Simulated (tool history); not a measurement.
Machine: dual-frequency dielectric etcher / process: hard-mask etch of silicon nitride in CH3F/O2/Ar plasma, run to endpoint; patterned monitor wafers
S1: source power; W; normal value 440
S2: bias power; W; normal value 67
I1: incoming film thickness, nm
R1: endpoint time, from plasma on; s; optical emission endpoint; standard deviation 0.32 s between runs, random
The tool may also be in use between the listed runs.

run 1 hour=0 | S1=440 S2=67 | I1=37.71 | R1=48.8
run 2 hour=13.5 | S1=440 S2=67 | I1=37.19 | R1=48.7
run 3 hour=31 | S1=520 S2=67 | I1=37.32 | R1=45.3
run 4 hour=38.5 | S1=490 S2=67 | I1=37.27 | R1=46.5
run 5 hour=90.7 | S1=490 S2=67 | I1=37.35 | R1=47.1
run 6 hour=97.4 | S1=440 S2=67 | I1=37.04 | R1=47.7
run 7 hour=103.6 | S1=440 S2=67 | I1=37.18 | R1=47.7
run 8 hour=110.2 | S1=440 S2=67 | I1=37.52 | R1=48.3
run 9 hour=121.5 | S1=440 S2=58 | I1=37.19 | R1=51.4
run 10 hour=130.8 | S1=440 S2=58 | I1=37.23 | R1=50.7
run 11 hour=139 | S1=490 S2=79 | I1=37.07 | R1=42.5
-- hour=149.7 bias power generator calibrated
run 12 hour=151.7 | S1=440 S2=67 | I1=37.49 | R1=48.6
-- hour=182.3 wet clean of the chamber
run 13 hour=182.8 | S1=440 S2=67 | I1=37.19 | R1=48.2
run 14 hour=183.2 | S1=510 S2=77 | I1=37.08 | R1=43.1
run 15 hour=184.3 | S1=370 S2=53 | I1=37.58 | R1=57.4
run 16 hour=201.7 | S1=550 S2=80 | I1=37.17 | R1=41.3
run 17 hour=219.1 | S1=370 S2=58 | I1=37.55 | R1=55
run 18 hour=227.8 | S1=480 S2=75 | I1=37.53 | R1=45.6
run 19 hour=239.2 | S1=440 S2=67 | I1=37.15 | R1=47.8
-- hour=266 source power generator calibrated
-- hour=267 upper electrode replaced
run 20 hour=267.5 | S1=440 S2=67 | I1=37.12 | R1=47.8
run 21 hour=267.8 | S1=500 S2=84 | I1=37.12 | R1=41.7
run 22 hour=270.9 | S1=350 S2=54 | I1=37.21 | R1=57.5
run 23 hour=277.2 | S1=480 S2=56 | I1=37.14 | R1=50.6
run 24 hour=312 | S1=520 S2=77 | I1=37.12 | R1=42.4
run 25 hour=321.1 | S1=350 S2=75 | I1=37.56 | R1=50.1
run 26 hour=333.9 | S1=500 S2=80 | I1=37.47 | R1=43.1
run 27 hour=350.5 | S1=440 S2=67 | I1=37.25 | R1=47.8

Consider 4 possible next runs. They are alternatives, not a sequence: every one starts from the tool as it was left by run 27. What does each give?
run A hour=350.9 | S1=440 S2=67 | I1=37.51 | R1=?
run B hour=350.9 | S1=370 S2=67 | I1=37.51 | R1=?
run C hour=350.9 | S1=440 S2=62 | I1=37.51 | R1=?
run D hour=350.9 | S1=380 S2=75 | I1=37.51 | R1=?

run=A R1=48.4
run=B R1=51.5
run=C R1=50
run=D R1=48.6
Take away the tool's hidden state, keep each run's random variation, and the runs would have read:
run=A R1=48.4
run=B R1=51.5
run=C R1=50
run=D R1=48.6

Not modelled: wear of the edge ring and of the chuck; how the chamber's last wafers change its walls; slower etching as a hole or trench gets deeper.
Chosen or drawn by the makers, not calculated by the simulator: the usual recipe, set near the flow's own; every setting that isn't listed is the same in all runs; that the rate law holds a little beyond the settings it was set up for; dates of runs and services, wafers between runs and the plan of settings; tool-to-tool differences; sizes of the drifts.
